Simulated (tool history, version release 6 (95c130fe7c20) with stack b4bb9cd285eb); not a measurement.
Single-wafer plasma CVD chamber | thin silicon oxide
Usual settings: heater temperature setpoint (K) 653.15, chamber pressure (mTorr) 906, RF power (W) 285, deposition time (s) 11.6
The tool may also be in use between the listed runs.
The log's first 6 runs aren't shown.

run,hour,heater temperature setpoint (K),chamber pressure (mTorr),RF power (W),deposition time (s),wafers since the last listed run,hours since the last thermocouple change,hours since the last RF generator calibration,hours since the last manometer calibration,hours since the showerhead was replaced,hours since the gauge calibration,"read-back reference wafer on the same gauge, thickness_nm",mean film thickness on the monitor wafer (angstrom)
# hour 115.5: RF generator calibrated
7,134.4,645.15,906,285,11.6,627,215.4,18.9,39.0,260.0,707.5,24.500,220.27
8,163.1,653.15,906,285,11.6,780,244.1,47.6,67.7,288.7,736.2,24.500,220.09
9,180.0,653.15,906,235,9.9,459,261.0,64.5,84.6,305.6,753.1,24.505,171.70
10,192.7,653.15,1083,285,11.6,345,273.7,77.2,97.3,318.3,765.8,24.500,253.88
11,216.9,653.15,906,285,11.6,657,297.9,101.4,121.5,342.5,790.0,24.493,217.72
# hour 245.9: gauge calibrated
12,248.7,653.15,906,285,11.6,864,329.7,133.2,153.3,374.3,2.8,24.498,219.71
13,267.7,644.15,1105,335,9.6,516,348.7,152.2,172.3,393.3,21.8,24.504,230.49
14,281.8,653.15,967,285,9.7,383,362.8,166.3,186.4,407.4,35.9,24.500,195.45
15,312.0,653.15,906,285,11.6,820,393.0,196.5,216.6,437.6,66.1,24.515,218.87
16,334.0,659.15,906,285,12.5,597,415.0,218.5,238.6,459.6,88.1,24.499,236.26
17,350.2,653.15,687,285,13.3,440,431.2,234.7,254.8,475.8,104.3,24.495,183.92
18,377.8,653.15,906,285,11.6,750,458.8,262.3,282.4,503.4,131.9,24.505,220.14
19,406.4,653.15,719,320,12.3,777,487.4,290.9,311.0,532.0,160.5,24.486,190.44
20,426.9,653.15,906,285,11.6,557,507.9,311.4,331.5,552.5,181.0,24.502,220.78
21,453.6,653.15,906,285,11.6,725,534.6,338.1,358.2,579.2,207.7,24.497,219.49
22,469.1,653.15,906,285,12.8,421,550.1,353.6,373.7,594.7,223.2,24.506,242.39
23,495.8,657.15,906,285,11.6,725,576.8,380.3,400.4,621.4,249.9,24.482,218.66
24,515.9,653.15,906,285,9.7,546,596.9,400.4,420.5,641.5,270.0,24.497,185.11
25,531.6,653.15,906,285,11.6,426,612.6,416.1,436.2,657.2,285.7,24.500,220.94
26,547.2,653.15,797,245,11.6,424,628.2,431.7,451.8,672.8,301.3,24.511,181.09
27,563.0,667.15,1050,265,11.6,429,644.0,447.5,467.6,688.6,317.1,24.501,241.37
28,590.2,653.15,906,285,11.6,739,671.2,474.7,494.8,715.8,344.3,24.494,221.56
29,604.3,647.15,906,285,11.6,383,685.3,488.8,508.9,729.9,358.4,24.496,222.93
30,630.8,653.15,906,285,11.6,720,711.8,515.3,535.4,756.4,384.9,24.503,220.81

Forecast each of these 3 alternatives for the next run:
A,631.2,653.15,906,285,11.6,10,712.2,515.7,535.8,756.8,385.3,?,?
B,631.2,667.15,720,285,9.7,10,712.2,515.7,535.8,756.8,385.3,?,?
C,631.2,653.15,716,285,9.7,10,712.2,515.7,535.8,756.8,385.3,?,?

run,"read-back reference wafer on the same gauge, thickness_nm",mean film thickness on the monitor wafer (angstrom)
A,24.513,222.70
B,24.513,143.50
C,24.513,144.04
Without the tool's hidden state the same runs would have given:
run,mean film thickness on the monitor wafer (angstrom)
A,222.12
B,142.93
C,143.46
